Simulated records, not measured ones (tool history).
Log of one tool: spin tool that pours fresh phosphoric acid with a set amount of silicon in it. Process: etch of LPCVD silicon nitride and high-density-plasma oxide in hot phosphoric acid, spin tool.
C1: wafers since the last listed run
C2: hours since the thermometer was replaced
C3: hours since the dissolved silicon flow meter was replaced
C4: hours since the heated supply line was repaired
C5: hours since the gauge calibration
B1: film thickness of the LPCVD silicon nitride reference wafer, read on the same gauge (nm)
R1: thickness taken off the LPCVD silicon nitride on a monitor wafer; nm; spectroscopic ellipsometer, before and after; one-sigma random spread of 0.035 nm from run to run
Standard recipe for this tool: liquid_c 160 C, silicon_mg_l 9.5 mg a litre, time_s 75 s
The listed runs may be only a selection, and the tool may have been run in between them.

{"run": 1, "hour": 0.0, "liquid_c": 160, "silicon_mg_l": 9.5, "time_s": 75, "C1": 0, "C2": 2427.4, "C3": 869.8, "C4": 2578, "C5": 1389, "B1": 110, "R1": 5.8}
{"hour": 11.6, "done": "gauge calibrated"}
{"hour": 44.4, "done": "heated supply line repaired"}
{"hour": 74.6, "done": "dissolved silicon flow meter replaced"}
{"run": 2, "hour": 92.3, "liquid_c": 160, "silicon_mg_l": 9.5, "time_s": 75, "C1": 1286, "C2": 2519.7, "C3": 17.7, "C4": 47.9, "C5": 80.7, "B1": 109.99, "R1": 5.77}
{"run": 3, "hour": 157.3, "liquid_c": 160, "silicon_mg_l": 9.5, "time_s": 75, "C1": 926, "C2": 2584.7, "C3": 82.7, "C4": 112.9, "C5": 145.7, "B1": 109.99, "R1": 5.82}
{"run": 4, "hour": 254.5, "liquid_c": 160, "silicon_mg_l": 9.5, "time_s": 75, "C1": 1385, "C2": 2681.9, "C3": 179.9, "C4": 210.1, "C5": 242.9, "B1": 109.98, "R1": 5.8}
{"run": 5, "hour": 297.0, "liquid_c": 161.5, "silicon_mg_l": 7.5, "time_s": 75, "C1": 605, "C2": 2724.4, "C3": 222.4, "C4": 252.6, "C5": 285.4, "B1": 110, "R1": 6.05}
{"run": 6, "hour": 365.6, "liquid_c": 161.5, "silicon_mg_l": 7.5, "time_s": 75, "C1": 977, "C2": 2793, "C3": 291, "C4": 321.2, "C5": 354, "B1": 110.01, "R1": 5.98}
{"run": 7, "hour": 431.7, "liquid_c": 160, "silicon_mg_l": 13.5, "time_s": 50, "C1": 941, "C2": 2859.1, "C3": 357.1, "C4": 387.3, "C5": 420.1, "B1": 110.01, "R1": 3.84}
{"hour": 530.2, "done": "thermometer replaced"}
{"run": 8, "hour": 603.7, "liquid_c": 159, "silicon_mg_l": 12, "time_s": 45, "C1": 2436, "C2": 73.5, "C3": 529.1, "C4": 559.3, "C5": 592.1, "B1": 109.98, "R1": 3.6}
{"run": 9, "hour": 703.2, "liquid_c": 158.5, "silicon_mg_l": 2.5, "time_s": 75, "C1": 1417, "C2": 173, "C3": 628.6, "C4": 658.8, "C5": 691.6, "B1": 109.99, "R1": 5.95}
{"run": 10, "hour": 741.5, "liquid_c": 160, "silicon_mg_l": 9.5, "time_s": 90, "C1": 545, "C2": 211.3, "C3": 666.9, "C4": 697.1, "C5": 729.9, "B1": 109.99, "R1": 7.47}
{"run": 11, "hour": 837.7, "liquid_c": 160, "silicon_mg_l": 15, "time_s": 55, "C1": 1370, "C2": 307.5, "C3": 763.1, "C4": 793.3, "C5": 826.1, "B1": 110, "R1": 4.55}
{"hour": 893.3, "done": "dissolved silicon flow meter replaced"}
{"run": 12, "hour": 922.7, "liquid_c": 160, "silicon_mg_l": 9.5, "time_s": 75, "C1": 1197, "C2": 392.5, "C3": 29.4, "C4": 878.3, "C5": 911.1, "B1": 110.01, "R1": 6.15}
{"run": 13, "hour": 1016.0, "liquid_c": 162.5, "silicon_mg_l": 9.5, "time_s": 115, "C1": 1329, "C2": 485.8, "C3": 122.7, "C4": 971.6, "C5": 1004.4, "B1": 109.99, "R1": 10.25}
{"run": 14, "hour": 1066.0, "liquid_c": 161, "silicon_mg_l": 7.5, "time_s": 85, "C1": 712, "C2": 535.8, "C3": 172.7, "C4": 1021.6, "C5": 1054.4, "B1": 109.98, "R1": 7.2}
{"run": 15, "hour": 1116.7, "liquid_c": 160, "silicon_mg_l": 9.5, "time_s": 75, "C1": 722, "C2": 586.5, "C3": 223.4, "C4": 1072.3, "C5": 1105.1, "B1": 109.99, "R1": 6.18}
{"run": 16, "hour": 1161.6, "liquid_c": 160, "silicon_mg_l": 13.5, "time_s": 40, "C1": 639, "C2": 631.4, "C3": 268.3, "C4": 1117.2, "C5": 1150, "B1": 110.02, "R1": 3.23}
{"run": 17, "hour": 1248.0, "liquid_c": 162, "silicon_mg_l": 14.5, "time_s": 50, "C1": 1231, "C2": 717.8, "C3": 354.7, "C4": 1203.6, "C5": 1236.4, "B1": 110.01, "R1": 4.34}
{"run": 18, "hour": 1320.6, "liquid_c": 162, "silicon_mg_l": 16.5, "time_s": 95, "C1": 1034, "C2": 790.4, "C3": 427.3, "C4": 1276.2, "C5": 1309, "B1": 110.01, "R1": 8.2}
{"run": 19, "hour": 1375.7, "liquid_c": 160, "silicon_mg_l": 9.5, "time_s": 75, "C1": 785, "C2": 845.5, "C3": 482.4, "C4": 1331.3, "C5": 1364.1, "B1": 109.98, "R1": 6.09}
{"run": 20, "hour": 1458.2, "liquid_c": 160, "silicon_mg_l": 9.5, "time_s": 75, "C1": 1175, "C2": 928, "C3": 564.9, "C4": 1413.8, "C5": 1446.6, "B1": 109.99, "R1": 6.11}
{"run": 21, "hour": 1561.0, "liquid_c": 160, "silicon_mg_l": 13, "time_s": 100, "C1": 1464, "C2": 1030.8, "C3": 667.7, "C4": 1516.6, "C5": 1549.4, "B1": 110.01, "R1": 8.05}
{"run": 22, "hour": 1615.7, "liquid_c": 160, "silicon_mg_l": 9.5, "time_s": 75, "C1": 779, "C2": 1085.5, "C3": 722.4, "C4": 1571.3, "C5": 1604.1, "B1": 110, "R1": 5.97}

Branching from run 22: 3 alternative next runs. What would each branch give?
{"run": "A", "hour": 1616.1, "liquid_c": 160, "silicon_mg_l": 9.5, "time_s": 75, "C1": 5, "C2": 1085.9, "C3": 722.8, "C4": 1571.7, "C5": 1604.5, "B1": "?", "R1": "?"}
{"run": "B", "hour": 1616.1, "liquid_c": 158.5, "silicon_mg_l": 6, "time_s": 35, "C1": 5, "C2": 1085.9, "C3": 722.8, "C4": 1571.7, "C5": 1604.5, "B1": "?", "R1": "?"}
{"run": "C", "hour": 1616.1, "liquid_c": 157, "silicon_mg_l": 13.5, "time_s": 75, "C1": 5, "C2": 1085.9, "C3": 722.8, "C4": 1571.7, "C5": 1604.5, "B1": "?", "R1": "?"}

run=A B1=110 R1=5.99
run=B B1=110 R1=2.66
run=C B1=110 R1=5.41
Without the tool's hidden state the same runs would have given:
run=A R1=6.22
run=B R1=2.76
run=C R1=5.62

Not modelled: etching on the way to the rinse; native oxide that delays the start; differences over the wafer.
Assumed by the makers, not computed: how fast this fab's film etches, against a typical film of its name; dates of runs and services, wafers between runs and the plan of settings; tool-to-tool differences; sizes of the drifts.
